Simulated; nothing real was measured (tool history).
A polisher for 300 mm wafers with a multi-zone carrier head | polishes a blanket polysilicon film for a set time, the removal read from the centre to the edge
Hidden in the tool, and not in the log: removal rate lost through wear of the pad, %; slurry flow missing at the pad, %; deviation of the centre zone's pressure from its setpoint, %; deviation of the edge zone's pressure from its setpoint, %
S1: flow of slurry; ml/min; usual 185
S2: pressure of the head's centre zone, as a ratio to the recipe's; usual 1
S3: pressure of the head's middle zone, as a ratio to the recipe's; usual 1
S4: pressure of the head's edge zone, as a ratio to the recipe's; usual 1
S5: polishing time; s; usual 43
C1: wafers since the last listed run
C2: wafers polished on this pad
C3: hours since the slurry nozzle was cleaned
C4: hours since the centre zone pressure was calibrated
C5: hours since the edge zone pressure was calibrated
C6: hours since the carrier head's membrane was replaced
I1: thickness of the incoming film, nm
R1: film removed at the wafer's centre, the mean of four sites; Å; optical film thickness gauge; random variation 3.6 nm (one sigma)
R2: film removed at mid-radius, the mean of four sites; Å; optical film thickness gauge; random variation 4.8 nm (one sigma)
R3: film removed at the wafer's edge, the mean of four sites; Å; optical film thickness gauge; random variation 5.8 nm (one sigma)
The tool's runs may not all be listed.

run,hour,S1,S2,S3,S4,S5,C1,C2,C3,C4,C5,C6,I1,R1,R2,R3
1,0,120,0.89,1.07,0.96,43,0,259,526.4,956,913.7,63.4,1409.2,4369,5653,5218
2,21.4,160,0.97,1,1,43,243,502,547.8,977.4,935.1,84.8,1396.5,4844,5414,5316
# hour 30.9: centre zone pressure recalibrated
# hour 55.4: slurry nozzle cleaned
3,56.6,135,0.88,1.12,0.92,43,365,868,1.2,25.7,970.3,120,1404.2,4731,5960,5094
4,71.4,125,1,0.92,0.92,43,168,1036,16,40.5,985.1,134.8,1423.9,5213,4979,5026
5,89.5,185,1,0.96,1,43,205,1242,34.1,58.6,1003.2,152.9,1426.5,5517,5397,5401
6,107.8,185,1,1,1,43,207,1450,52.4,76.9,1021.5,171.2,1435.2,5516,5561,5444
7,126.2,185,1,1,1,43,209,1659,70.8,95.3,1039.9,189.6,1413.2,5589,5512,5373
8,157.7,185,1,1.12,1,43,357,2017,102.3,126.8,1071.4,221.1,1428.7,5565,6199,5385
9,191.9,205,0.91,0.92,1,47,388,2405,136.5,161,1105.6,255.3,1436.9,5530,5666,6078
# hour 203.2: edge zone pressure recalibrated
10,204.8,210,1.03,1,0.89,32,123,2529,149.4,173.9,1.6,268.2,1451.5,4301,4174,3806
# hour 220.7: worn pad replaced by a new one
11,221.2,185,1.11,1,1,43,140,5,165.8,190.3,18,284.6,1421.5,5996,5600,5380
12,251.2,185,1,1,0.93,49,340,346,195.8,220.3,48,314.6,1439.2,6266,6308,5989
13,283.4,185,1,1,1,43,365,712,228,252.5,80.2,346.8,1441.8,5478,5556,5438
14,308.8,185,1.08,0.9,1,43,288,1001,253.4,277.9,105.6,372.2,1441,5855,5141,5405
15,332.2,150,1,1,1,43,265,1266,276.8,301.3,129,395.6,1421.3,5323,5423,5308
16,346.7,185,1,1,1,43,164,1431,291.3,315.8,143.5,410.1,1444.3,5430,5550,5405
17,371.1,205,1.05,1,1,43,277,1708,315.7,340.2,167.9,434.5,1440.9,5776,5600,5431
18,393.2,205,1.05,1,1,43,251,1959,337.8,362.3,190,456.6,1433.1,5799,5617,5554
19,411.4,160,1,1,1,43,206,2166,356,380.5,208.2,474.8,1458.6,5368,5527,5214
20,437.4,185,1,1,1,43,295,2462,382,406.5,234.2,500.8,1412.8,5468,5523,5369
21,456,185,1.05,1,1,43,211,2673,400.6,425.1,252.8,519.4,1436.4,5684,5554,5438

Forecast each of these 5 alternatives for the next run:
A,456.4,185,1,1,1,47,4,2678,401,425.5,253.2,519.8,1416.9,?,?,?
B,456.4,250,1,1,1,43,4,2678,401,425.5,253.2,519.8,1416.9,?,?,?
C,456.4,185,0.96,0.89,1.1,30,4,2678,401,425.5,253.2,519.8,1416.9,?,?,?
D,456.4,220,0.89,1,0.91,43,4,2678,401,425.5,253.2,519.8,1416.9,?,?,?
E,456.4,185,1.09,0.88,1.07,47,4,2678,401,425.5,253.2,519.8,1416.9,?,?,?

run,R1,R2,R3
A,5946,6027,5984
B,5611,5670,5589
C,3639,3490,4009
D,4925,5609,5300
E,6481,5413,6195
Without the tool's hidden state the same runs would have given:
run,R1,R2,R3
A,6027,6027,5984
B,5688,5670,5589
C,3689,3490,4009
D,4993,5608,5300
E,6568,5413,6195

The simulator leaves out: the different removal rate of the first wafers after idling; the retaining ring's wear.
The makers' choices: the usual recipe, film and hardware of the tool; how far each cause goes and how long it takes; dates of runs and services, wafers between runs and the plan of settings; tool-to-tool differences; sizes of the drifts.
